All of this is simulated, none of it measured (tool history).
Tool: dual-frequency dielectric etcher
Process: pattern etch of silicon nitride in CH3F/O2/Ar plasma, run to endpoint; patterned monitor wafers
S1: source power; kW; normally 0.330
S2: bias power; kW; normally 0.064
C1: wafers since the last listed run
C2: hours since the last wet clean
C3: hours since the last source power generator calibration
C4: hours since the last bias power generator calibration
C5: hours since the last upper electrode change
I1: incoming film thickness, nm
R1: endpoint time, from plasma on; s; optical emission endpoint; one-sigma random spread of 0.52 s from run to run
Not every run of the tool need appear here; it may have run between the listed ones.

run     day     S1     S2   C1     C2      C3      C4      C5     I1    R1
  1   0.000  0.330  0.064    0  232.3  1617.1  3868.1  4338.5  47.55  79.1
  2   1.062  0.330  0.064  266  257.8  1642.6  3893.6  4364.0  46.82  77.6
  3   1.721  0.330  0.064  165  273.6  1658.4  3909.4  4379.8  47.38  79.1
  4   2.567  0.370  0.053  212  293.9  1678.7  3929.7  4400.1  47.63  81.9
  5   3.279  0.370  0.053  179  311.0  1695.8  3946.8  4417.2  47.10  81.0
  6   4.967  0.350  0.073  424  351.5  1736.3  3987.3  4457.7  47.72  74.5
  7   5.738  0.330  0.064  193  370.0  1754.8  4005.8  4476.2  47.65  79.7
  8   7.229  0.330  0.064  374  405.8  1790.6  4041.6  4512.0  47.39  78.5
  9   8.658  0.330  0.064  359  440.1  1824.9  4075.9  4546.3  47.61  79.8
 10   9.408  0.380  0.064  188  458.1  1842.9  4093.9  4564.3  47.91  75.6
 11  10.258  0.380  0.064  213  478.5  1863.3  4114.3  4584.7  47.79  74.5
     12.162  -- wet clean of the chamber
 12  12.183  0.380  0.064  232    0.5  1909.5  4160.5  4630.9  47.67  75.2
 13  12.429  0.330  0.064   61    6.4  1915.4  4166.4  4636.8  48.04  79.2
 14  13.962  0.330  0.064  385   43.2  1952.2  4203.2  4673.6  47.67  79.8
 15  14.825  0.330  0.064  216   63.9  1972.9  4223.9  4694.3  47.46  79.0
 16  16.217  0.300  0.071  349   97.3  2006.3  4257.3  4727.7  47.86  78.2
 17  17.708  0.390  0.064  374  133.1  2042.1  4293.1  4763.5  47.27  73.0
     19.104  -- upper electrode replaced
 18  19.196  0.330  0.064  122  168.8  2077.8  4328.8     2.2  47.87  79.1
 19  20.567  0.330  0.064  344  201.7  2110.7  4361.7    35.1  47.30  79.7
 20  21.475  0.280  0.056  228  223.5  2132.5  4383.5    56.9  47.04  87.9
 21  22.808  0.260  0.077  335  255.5  2164.5  4415.5    88.9  47.33  79.5

Run 22 is up next; what results do you expect?
     23.529  -- bias power generator calibrated
 22  23.592  0.330  0.064  154  274.3  2183.3  1.5  107.7  47.70   ?

Run 22 came out at R1 79.3 s.
Had the tool carried no hidden state, the very same run would have given R1 79.3 s.

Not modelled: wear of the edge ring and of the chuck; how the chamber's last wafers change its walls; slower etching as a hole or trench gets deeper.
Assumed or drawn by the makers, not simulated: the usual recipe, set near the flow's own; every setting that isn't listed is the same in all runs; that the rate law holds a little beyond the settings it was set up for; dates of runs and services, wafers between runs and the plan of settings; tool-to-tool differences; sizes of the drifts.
